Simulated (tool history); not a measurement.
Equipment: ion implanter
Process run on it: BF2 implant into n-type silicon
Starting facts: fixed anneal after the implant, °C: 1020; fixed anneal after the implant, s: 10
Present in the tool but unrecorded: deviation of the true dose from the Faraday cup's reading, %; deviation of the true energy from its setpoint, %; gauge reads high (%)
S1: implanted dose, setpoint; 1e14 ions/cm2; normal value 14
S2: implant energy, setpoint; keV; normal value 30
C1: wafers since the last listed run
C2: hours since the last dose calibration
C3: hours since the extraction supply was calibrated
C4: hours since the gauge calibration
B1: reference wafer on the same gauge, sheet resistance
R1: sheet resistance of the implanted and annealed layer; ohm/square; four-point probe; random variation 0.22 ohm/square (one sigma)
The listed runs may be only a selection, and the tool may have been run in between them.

run,day,S1,S2,C1,C2,C3,C4,B1,R1
1,0,14,30,0,815,3657.8,1115.5,114.03,123.72
2,1.742,14,30,597,856.8,3699.6,1157.3,113.99,123.61
3,3.117,14,30,471,889.8,3732.6,1190.3,114,123.61
4,5.746,14,30,902,952.9,3795.7,1253.4,113.99,123.5
5,9.388,14,30,1249,1040.3,3883.1,1340.8,113.97,123.55
6,11.738,14,38.5,806,1096.7,3939.5,1397.2,114,109.76
# day 16.946: gauge calibrated
7,17.9,14,38.5,2115,1244.6,4087.4,22.9,114,109.22
8,18.954,14,30,361,1269.9,4112.7,48.2,113.98,123.37
9,20.104,14,30,394,1297.5,4140.3,75.8,113.98,123.41
# day 22.579: extraction supply calibrated
10,22.65,14,30,759,1358.6,1.7,136.9,114.02,124.82
11,25.592,16.83,30,1009,1429.2,72.3,207.5,113.96,120.52
12,28.158,14,27.5,880,1490.8,133.9,269.1,114.04,130.72
13,30.2,14,27.5,700,1539.8,182.9,318.1,114.03,130.83
14,31.208,14,27.5,346,1564,207.1,342.3,113.99,130.96
15,32.696,12.34,25.5,510,1599.7,242.8,378,113.99,140.19
16,35.029,12.34,25.5,800,1655.7,298.8,434,114.04,139.84
17,36.892,14,30,639,1700.4,343.5,478.7,113.97,125.29
18,39.8,14,30,998,1770.2,413.3,548.5,113.99,125.39
# day 41.692: Faraday cup replaced and dose calibrated
19,41.712,15.42,20,542,0.5,459.2,594.4,113.97,150.06
20,43.75,14,20.5,699,49.4,508.1,643.3,113.99,151.07
21,46.175,17.74,35,832,107.6,566.3,701.5,114.01,110.13
22,48.7,10.02,24.5,866,168.2,626.9,762.1,113.98,151.58
23,51.642,17.29,24.5,1009,238.8,697.5,832.7,113.98,133.38
24,54.596,14,30,1014,309.7,768.4,903.6,113.97,124.85
25,57.492,12.56,36,993,379.2,837.9,973.1,113.95,117.64
26,59.896,14,30,825,436.9,895.6,1030.8,113.98,124.78
27,62.692,17.66,34,959,504,962.7,1097.9,113.99,111.92

What does the tool deliver on the next run?
28,64.617,10.87,25.5,660,550.2,1008.9,1144.1,?,?

Run 28 came out at B1 113.94, R1 144.62 ohm/square.
Had the tool carried no hidden state, the very same run would have given R1 143.96 ohm/square.

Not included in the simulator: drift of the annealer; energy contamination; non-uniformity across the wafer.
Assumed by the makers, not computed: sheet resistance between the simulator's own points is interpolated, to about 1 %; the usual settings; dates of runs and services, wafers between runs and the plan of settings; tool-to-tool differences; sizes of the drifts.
